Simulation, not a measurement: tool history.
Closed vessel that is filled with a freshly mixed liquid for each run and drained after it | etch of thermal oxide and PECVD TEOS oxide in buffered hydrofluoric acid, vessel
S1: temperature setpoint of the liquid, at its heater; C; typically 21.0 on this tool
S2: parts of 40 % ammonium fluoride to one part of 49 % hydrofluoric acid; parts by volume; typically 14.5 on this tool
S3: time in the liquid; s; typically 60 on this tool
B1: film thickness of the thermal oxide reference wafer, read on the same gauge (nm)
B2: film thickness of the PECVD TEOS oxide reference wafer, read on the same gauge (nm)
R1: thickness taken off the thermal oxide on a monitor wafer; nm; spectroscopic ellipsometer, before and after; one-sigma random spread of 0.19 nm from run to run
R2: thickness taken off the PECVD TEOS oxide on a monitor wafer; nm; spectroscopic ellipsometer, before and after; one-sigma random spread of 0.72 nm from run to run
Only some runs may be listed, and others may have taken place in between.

run,day,S1,S2,S3,B1,B2,R1,R2
1,0.000,21.0,11.0,60,60.00,79.99,51.47,113.86
2,0.550,21.0,11.0,60,60.04,80.03,50.95,115.84
3,0.833,21.0,14.5,60,60.00,79.99,39.07,88.52
4,1.450,21.0,14.5,60,60.04,79.99,39.36,87.63
5,1.767,19.5,14.5,60,60.02,80.01,36.12,81.02
6,2.462,19.5,14.5,60,59.99,80.00,35.69,80.57
7,3.167,20.0,19.0,60,60.01,80.00,28.16,63.50
8,3.512,21.0,14.5,60,59.96,79.98,38.66,86.47
# day 3.954: hydrofluoric acid flow meter replaced
9,3.975,21.0,14.5,60,60.02,80.00,39.12,87.01
# day 4.229: gauge calibrated
10,4.421,21.0,14.5,60,59.99,80.03,38.89,87.26
11,4.967,21.0,14.5,60,60.04,79.98,38.78,86.68
12,5.654,21.0,14.5,60,59.96,80.01,38.86,87.32
13,6.083,21.0,14.5,60,60.01,80.03,38.38,87.13
# day 6.204: thermometer replaced
14,6.712,21.0,12.0,60,59.98,80.01,51.24,114.98
15,7.112,21.0,16.5,60,59.99,80.02,37.48,83.85
16,7.667,21.0,17.5,40,59.99,80.01,23.44,53.08
17,8.162,17.0,9.5,90,60.00,80.00,75.97,169.27
18,9.812,21.0,14.5,60,60.02,79.97,42.40,95.37
19,10.146,17.5,18.5,60,60.03,79.97,26.98,61.42
20,10.696,19.0,20.0,60,59.99,80.03,27.54,61.40
21,11.112,19.0,14.5,60,59.94,80.03,37.68,84.78
22,11.442,21.0,14.5,60,59.97,79.98,42.07,95.45
23,11.762,21.0,14.5,60,60.04,80.03,41.77,95.89
24,12.233,17.0,10.0,40,59.96,80.02,32.11,73.00
25,12.771,19.0,14.5,70,59.97,80.02,43.83,97.78
26,13.229,25.5,20.0,60,59.98,80.04,39.24,88.34
27,13.550,19.0,20.0,60,60.01,79.99,27.07,61.71

Hidden state, per run?
hydrofluoric acid flow above the setpoint (%): 0 on each run
gauge reads high (%): 0 on each run
H1: liquid colder than its thermometer reads (K)
run,H1
1,1.62
2,1.65
3,1.66
4,1.69
5,1.7
6,1.73
7,1.77
8,1.78
9,1.8
10,1.82
11,1.85
12,1.88
13,1.9
14,0.0717
15,0.0901
16,0.116
17,0.138
18,0.214
19,0.23
20,0.255
21,0.274
22,0.289
23,0.304
24,0.325
25,0.35
26,0.371
27,0.386
